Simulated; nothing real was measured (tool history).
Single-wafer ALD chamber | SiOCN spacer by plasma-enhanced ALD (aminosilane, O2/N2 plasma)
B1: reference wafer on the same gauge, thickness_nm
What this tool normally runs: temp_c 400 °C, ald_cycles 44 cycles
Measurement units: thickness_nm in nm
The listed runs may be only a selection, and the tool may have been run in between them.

{"run": 1, "hour": 0.0, "temp_c": 400, "ald_cycles": 44, "B1": 3.112, "thickness_nm": 2.601}
{"run": 2, "hour": 76.6, "temp_c": 400, "ald_cycles": 44, "B1": 3.108, "thickness_nm": 2.615}
{"run": 3, "hour": 163.0, "temp_c": 400, "ald_cycles": 42, "B1": 3.11, "thickness_nm": 2.471}
{"run": 4, "hour": 200.9, "temp_c": 400, "ald_cycles": 42, "B1": 3.109, "thickness_nm": 2.444}
{"run": 5, "hour": 292.4, "temp_c": 400, "ald_cycles": 44, "B1": 3.116, "thickness_nm": 2.597}
{"run": 6, "hour": 364.7, "temp_c": 400, "ald_cycles": 44, "B1": 3.113, "thickness_nm": 2.566}
{"run": 7, "hour": 441.1, "temp_c": 405, "ald_cycles": 44, "B1": 3.109, "thickness_nm": 2.518}
{"hour": 488.2, "done": "gauge calibrated"}
{"hour": 504.3, "done": "thermocouple changed; heater temperature recalibrated"}
{"run": 8, "hour": 515.1, "temp_c": 405, "ald_cycles": 44, "B1": 3.11, "thickness_nm": 2.583}
{"run": 9, "hour": 595.7, "temp_c": 405, "ald_cycles": 44, "B1": 3.107, "thickness_nm": 2.579}
{"run": 10, "hour": 686.3, "temp_c": 400, "ald_cycles": 44, "B1": 3.111, "thickness_nm": 2.628}
{"run": 11, "hour": 781.2, "temp_c": 400, "ald_cycles": 44, "B1": 3.114, "thickness_nm": 2.618}
{"run": 12, "hour": 882.5, "temp_c": 400, "ald_cycles": 44, "B1": 3.108, "thickness_nm": 2.615}
{"run": 13, "hour": 984.2, "temp_c": 400, "ald_cycles": 44, "B1": 3.112, "thickness_nm": 2.609}
{"run": 14, "hour": 1040.0, "temp_c": 400, "ald_cycles": 44, "B1": 3.108, "thickness_nm": 2.594}
{"run": 15, "hour": 1112.4, "temp_c": 410, "ald_cycles": 44, "B1": 3.112, "thickness_nm": 2.522}
{"run": 16, "hour": 1197.7, "temp_c": 400, "ald_cycles": 48, "B1": 3.11, "thickness_nm": 2.854}
{"run": 17, "hour": 1396.1, "temp_c": 400, "ald_cycles": 48, "B1": 3.114, "thickness_nm": 2.821}
{"run": 18, "hour": 1477.9, "temp_c": 400, "ald_cycles": 44, "B1": 3.107, "thickness_nm": 2.589}
{"run": 19, "hour": 1521.0, "temp_c": 400, "ald_cycles": 44, "B1": 3.108, "thickness_nm": 2.569}
{"run": 20, "hour": 1577.3, "temp_c": 400, "ald_cycles": 44, "B1": 3.108, "thickness_nm": 2.575}
{"run": 21, "hour": 1621.9, "temp_c": 410, "ald_cycles": 51, "B1": 3.108, "thickness_nm": 2.888}
{"run": 22, "hour": 1728.1, "temp_c": 410, "ald_cycles": 51, "B1": 3.111, "thickness_nm": 2.885}
{"run": 23, "hour": 1791.4, "temp_c": 396, "ald_cycles": 41, "B1": 3.111, "thickness_nm": 2.4}
{"hour": 1864.6, "done": "thermocouple changed; heater temperature recalibrated"}
{"run": 24, "hour": 1876.2, "temp_c": 400, "ald_cycles": 49, "B1": 3.109, "thickness_nm": 2.919}
{"run": 25, "hour": 1923.3, "temp_c": 407, "ald_cycles": 49, "B1": 3.106, "thickness_nm": 2.83}
{"run": 26, "hour": 1987.2, "temp_c": 400, "ald_cycles": 44, "B1": 3.115, "thickness_nm": 2.614}
{"run": 27, "hour": 2091.2, "temp_c": 400, "ald_cycles": 44, "B1": 3.111, "thickness_nm": 2.618}
{"run": 28, "hour": 2144.1, "temp_c": 400, "ald_cycles": 44, "B1": 3.108, "thickness_nm": 2.626}
{"run": 29, "hour": 2214.7, "temp_c": 411, "ald_cycles": 50, "B1": 3.111, "thickness_nm": 2.874}
{"run": 30, "hour": 2314.8, "temp_c": 407, "ald_cycles": 39, "B1": 3.116, "thickness_nm": 2.264}
{"run": 31, "hour": 2466.3, "temp_c": 395, "ald_cycles": 48, "B1": 3.107, "thickness_nm": 2.873}
{"run": 32, "hour": 2522.2, "temp_c": 409, "ald_cycles": 51, "B1": 3.108, "thickness_nm": 2.904}
{"run": 33, "hour": 2649.9, "temp_c": 414, "ald_cycles": 46, "B1": 3.108, "thickness_nm": 2.59}
{"run": 34, "hour": 2705.3, "temp_c": 386, "ald_cycles": 39, "B1": 3.104, "thickness_nm": 2.336}
{"hour": 2762.4, "done": "gauge calibrated"}
{"run": 35, "hour": 2809.6, "temp_c": 407, "ald_cycles": 44, "B1": 3.112, "thickness_nm": 2.53}
{"hour": 2969.1, "done": "thermocouple changed; heater temperature recalibrated"}
{"run": 36, "hour": 3010.8, "temp_c": 400, "ald_cycles": 44, "B1": 3.108, "thickness_nm": 2.634}
{"run": 37, "hour": 3084.2, "temp_c": 404, "ald_cycles": 37, "B1": 3.11, "thickness_nm": 2.188}
{"run": 38, "hour": 3178.3, "temp_c": 394, "ald_cycles": 51, "B1": 3.111, "thickness_nm": 3.038}
{"run": 39, "hour": 3249.6, "temp_c": 400, "ald_cycles": 37, "B1": 3.108, "thickness_nm": 2.195}
{"run": 40, "hour": 3490.8, "temp_c": 400, "ald_cycles": 39, "B1": 3.109, "thickness_nm": 2.319}
{"run": 41, "hour": 3557.4, "temp_c": 400, "ald_cycles": 44, "B1": 3.109, "thickness_nm": 2.601}
{"run": 42, "hour": 3712.9, "temp_c": 400, "ald_cycles": 44, "B1": 3.111, "thickness_nm": 2.601}
{"run": 43, "hour": 3773.6, "temp_c": 391, "ald_cycles": 44, "B1": 3.108, "thickness_nm": 2.615}
{"run": 44, "hour": 3821.8, "temp_c": 392, "ald_cycles": 44, "B1": 3.108, "thickness_nm": 2.625}
{"run": 45, "hour": 3908.8, "temp_c": 414, "ald_cycles": 39, "B1": 3.11, "thickness_nm": 2.187}

Forecast each of these 5 alternatives for the next run:
{"run": "A", "hour": 3909.3, "temp_c": 409, "ald_cycles": 44, "B1": "?", "thickness_nm": "?"}
{"run": "B", "hour": 3909.3, "temp_c": 406, "ald_cycles": 53, "B1": "?", "thickness_nm": "?"}
{"run": "C", "hour": 3909.3, "temp_c": 404, "ald_cycles": 44, "B1": "?", "thickness_nm": "?"}
{"run": "D", "hour": 3909.3, "temp_c": 391, "ald_cycles": 38, "B1": "?", "thickness_nm": "?"}
{"run": "E", "hour": 3909.3, "temp_c": 400, "ald_cycles": 51, "B1": "?", "thickness_nm": "?"}

run=A B1=3.112 thickness_nm=2.526
run=B B1=3.112 thickness_nm=3.076
run=C B1=3.112 thickness_nm=2.571
run=D B1=3.112 thickness_nm=2.273
run=E B1=3.112 thickness_nm=3.022
Take away the tool's hidden state, keep each run's random variation, and the runs would have read:
run=A thickness_nm=2.551
run=B thickness_nm=3.105
run=C thickness_nm=2.596
run=D thickness_nm=2.273
run=E thickness_nm=3.050
